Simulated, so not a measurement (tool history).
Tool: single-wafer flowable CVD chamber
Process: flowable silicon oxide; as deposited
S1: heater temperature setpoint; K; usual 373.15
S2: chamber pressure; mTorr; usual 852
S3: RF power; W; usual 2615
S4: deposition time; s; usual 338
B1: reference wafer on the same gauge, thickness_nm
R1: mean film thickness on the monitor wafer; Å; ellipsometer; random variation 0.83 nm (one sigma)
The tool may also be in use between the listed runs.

Run 1, hour 0: usual settings; B1 241.958. Result: R1 2920.67 Å.
Run 2, hour 34.7: usual settings; B1 241.907. Result: R1 2892.8 Å.
Run 3, hour 64.6: usual settings; B1 242.331. Result: R1 2914.34 Å.
Run 4, hour 76.9: usual settings; B1 242.119. Result: R1 2919.71 Å.
Run 5, hour 102.1: usual settings; B1 242.023. Result: R1 2914.43 Å.
Run 6, hour 123.4: usual settings; B1 242.117. Result: R1 2908.5 Å.
Run 7, hour 146.7: usual settings; B1 242.156. Result: R1 2896.71 Å.
Run 8, hour 174.9: usual settings; B1 242.026. Result: R1 2898.54 Å.
Run 9, hour 205.3: usual settings; B1 241.96. Result: R1 2913.17 Å.
Run 10, hour 224.3: usual settings; B1 242.299. Result: R1 2920.46 Å.
Run 11, hour 242.2: usual settings but S2 1015 mTorr; B1 242.208. Result: R1 3454.07 Å.
At hour 268.7: capacitance manometer re-zeroed and calibrated.
Run 12, hour 269.2: usual settings; B1 241.85. Result: R1 2702.91 Å.
Run 13, hour 274.4: usual settings; B1 242.163. Result: R1 2673.53 Å.

Run 14 comes next. What will it give?
Run 14, hour 297: usual settings but S1 379.15 K, S2 995 mTorr, S3 2375 W; B1 ?. Result: R1 ?.

B1: 241.953
R1: 2586.09 Å
Without the tool's hidden state the same run would have given R1 2368.43 Å.
